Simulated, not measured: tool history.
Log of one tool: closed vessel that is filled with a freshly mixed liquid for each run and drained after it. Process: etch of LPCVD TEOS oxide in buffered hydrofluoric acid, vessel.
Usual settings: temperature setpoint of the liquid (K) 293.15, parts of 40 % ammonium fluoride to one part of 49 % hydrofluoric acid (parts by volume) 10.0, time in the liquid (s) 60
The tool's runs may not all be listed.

run   hour  temperature setpoint of the liquid (K)  parts of 40 % ammonium fluoride to one part of 49 % hydrofluoric acid (parts by volume)  time in the liquid (s)  read-back film thickness of the LPCVD TEOS oxide reference wafer, read on the same gauge (nm)  thickness taken off the LPCVD TEOS oxide on a monitor wafer (nm)
  1    0.0                                  293.15                                                                                     10.0                      60                                                                                          30.01                                                            101.45
  2   12.1                                  295.65                                                                                     13.0                      60                                                                                          29.99                                                             90.54
  3   25.6                                  293.15                                                                                     10.0                      60                                                                                          30.04                                                            101.47
  4   36.5                                  293.15                                                                                     10.0                      60                                                                                          30.04                                                            101.76
  5   49.4                                  293.15                                                                                     10.0                      60                                                                                          29.99                                                            101.37
  6   56.2                                  293.15                                                                                     10.0                      60                                                                                          29.94                                                            101.37
  7   70.6                                  293.15                                                                                     10.0                      60                                                                                          29.99                                                            101.51
  8   84.5                                  295.65                                                                                     10.0                      60                                                                                          29.99                                                            116.26
  9   94.3                                  295.65                                                                                     10.0                      60                                                                                          30.03                                                            115.91
 10  103.7                                  295.65                                                                                     10.0                      60                                                                                          30.01                                                            116.39
 11  111.1                                  293.15                                                                                     10.0                      60                                                                                          29.97                                                            101.07
 12  124.4                                  290.15                                                                                     10.0                      90                                                                                          30.01                                                            128.76
 13  131.5                                  293.15                                                                                     10.0                      60                                                                                          30.02                                                            101.86
 14  144.1                                  293.15                                                                                     11.5                      60                                                                                          30.00                                                             87.66
 15  157.5                                  290.15                                                                                     11.0                      60                                                                                          30.01                                                             78.34
 16  173.1                                  290.15                                                                                     10.0                      75                                                                                          30.00                                                            107.26
 17  185.4                                  297.15                                                                                      7.0                      60                                                                                          30.01                                                            176.97
 18  200.8                                  297.15                                                                                     12.0                      70                                                                                          30.00                                                            123.14
 19  211.4                                  298.15                                                                                     14.0                      75                                                                                          30.02                                                            120.46
 20  228.2                                  298.15                                                                                     13.0                      80                                                                                          30.00                                                            138.06
 21  238.5                                  296.65                                                                                     12.0                      80                                                                                          30.01                                                            137.61
 22  290.3                                  293.15                                                                                     10.0                      80                                                                                          30.01                                                            135.25
 23  305.8                                  293.15                                                                                      7.5                      40                                                                                          29.99                                                             87.78
 24  332.3                                  293.15                                                                                     10.0                      60                                                                                          29.97                                                            101.72
 25  342.8                                  293.15                                                                                     10.0                      60                                                                                          29.97                                                            100.53
 26  352.0                                  293.15                                                                                     10.0                      60                                                                                          29.99                                                            100.93
 27  358.4                                  290.15                                                                                     12.0                      45                                                                                          29.96                                                             53.62
 28  371.5                                  290.15                                                                                     10.0                      40                                                                                          30.02                                                             57.05
 29  382.8                                  293.15                                                                                     10.0                      60                                                                                          29.99                                                            100.97
 30  392.3                                  295.15                                                                                     10.0                      90                                                                                          30.00                                                            169.35
 31  409.8                                  296.65                                                                                      7.0                      60                                                                                          30.02                                                            171.83
 32  418.6                                  296.65                                                                                     10.0                      60                                                                                          30.02                                                            123.17
 33  462.0                                  290.15                                                                                     10.0                      50                                                                                          29.99                                                             71.59
 34  471.9                                  296.15                                                                                      8.5                      50                                                                                          30.00                                                            113.89

Taken out of this log: 3 entries between the listed runs. Where each belongs, and how the hidden state differs across it:
Between runs 14 and 15: gauge calibrated (hour 153.3)
  no hidden state differs between the two runs
Between runs 21 and 22: hydrofluoric acid flow meter replaced (hour 257.9)
  no hidden state differs between the two runs
Between runs 24 and 25: thermometer replaced (hour 334.1)
  no hidden state differs between the two runs

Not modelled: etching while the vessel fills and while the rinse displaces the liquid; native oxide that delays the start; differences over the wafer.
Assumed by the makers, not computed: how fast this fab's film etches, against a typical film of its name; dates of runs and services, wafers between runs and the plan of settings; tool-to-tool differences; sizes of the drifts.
